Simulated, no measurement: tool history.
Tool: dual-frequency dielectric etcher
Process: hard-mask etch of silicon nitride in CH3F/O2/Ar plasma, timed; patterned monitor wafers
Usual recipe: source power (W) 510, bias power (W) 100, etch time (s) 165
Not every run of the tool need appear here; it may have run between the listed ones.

run,hour,source power (W),bias power (W),etch time (s),wafers since the last listed run,hours since the last wet clean,hours since the last source power generator calibration,hours since the last bias power generator calibration,hours since the last upper electrode change,hours since the gauge calibration,"read-back reference wafer on the same gauge, depth_nm",mean etch depth across the wafer (angstrom)
1,0,460,100,165,0,118.1,2911,4218.4,3118.8,917.2,175.8,1473
2,40.9,460,100,165,363,159,2951.9,4259.3,3159.7,958.1,176,1489
3,105.7,460,100,165,575,223.8,3016.7,4324.1,3224.5,1022.9,175.8,1479
4,154,510,92,165,429,272.1,3065,4372.4,3272.8,1071.2,176.2,1487
5,189.1,510,100,180,311,307.2,3100.1,4407.5,3307.9,1106.3,176,1682
6,221.2,510,100,165,285,339.3,3132.2,4439.6,3340,1138.4,175.9,1522
7,364.5,510,100,184.5,1273,482.6,3275.5,4582.9,3483.3,1281.7,175.8,1704
# hour 394: bias power generator calibrated
8,404.4,510,100,184.5,318,522.5,3315.4,10.4,3523.2,1321.6,175.9,1697
9,432.6,510,100,165,250,550.7,3343.6,38.6,3551.4,1349.8,176.2,1497
# hour 478.8: source power generator calibrated
# hour 498.6: wet clean of the chamber
10,499.1,510,87,165,379,0.5,20.3,105.1,3617.9,1416.3,175.5,1481
11,514.8,510,100,186,139,16.2,36,120.8,3633.6,1432,176,1740
# hour 567.3: gauge calibrated
12,727.6,390,82,147,1890,229,248.8,333.6,3846.4,160.3,176.5,1124
13,772,620,121,182,394,273.4,293.2,378,3890.8,204.7,175.8,1953
14,819.3,560,114,180.5,420,320.7,340.5,425.3,3938.1,252,175.9,1808
15,876.7,510,100,133,510,378.1,397.9,482.7,3995.5,309.4,176.3,1218
16,934.2,460,100,165,510,435.6,455.4,540.2,4053,366.9,176.3,1437
17,981.9,510,114,204.5,423,483.3,503.1,587.9,4100.7,414.6,175.9,1951
18,1039.1,550,100,165,508,540.5,560.3,645.1,4157.9,471.8,176,1535
19,1075.5,460,100,165,323,576.9,596.7,681.5,4194.3,508.2,176.2,1410
# hour 1114.9: wet clean of the chamber
20,1120.6,510,100,213,187,5.7,641.8,726.6,4239.4,553.3,175.7,2021
# hour 1185: upper electrode replaced
21,1185.5,510,87,121,363,70.6,706.7,791.5,0.5,618.2,176,1083
22,1194.1,550,82,152,76,79.2,715.3,800.1,9.1,626.8,175.7,1374
23,1234.2,390,100,165,356,119.3,755.4,840.2,49.2,666.9,176.2,1374
24,1265.1,570,119,148,274,150.2,786.3,871.1,80.1,697.8,176.1,1543

Run 25 has not been measured yet. What should we expect?
25,1290.3,510,100,165,223,175.4,811.5,896.3,105.3,723,?,?

read-back reference wafer on the same gauge, depth_nm: 175.9
mean etch depth across the wafer (angstrom): 1537
With no hidden state in the tool, this same run would have given mean etch depth across the wafer (angstrom) 1564.
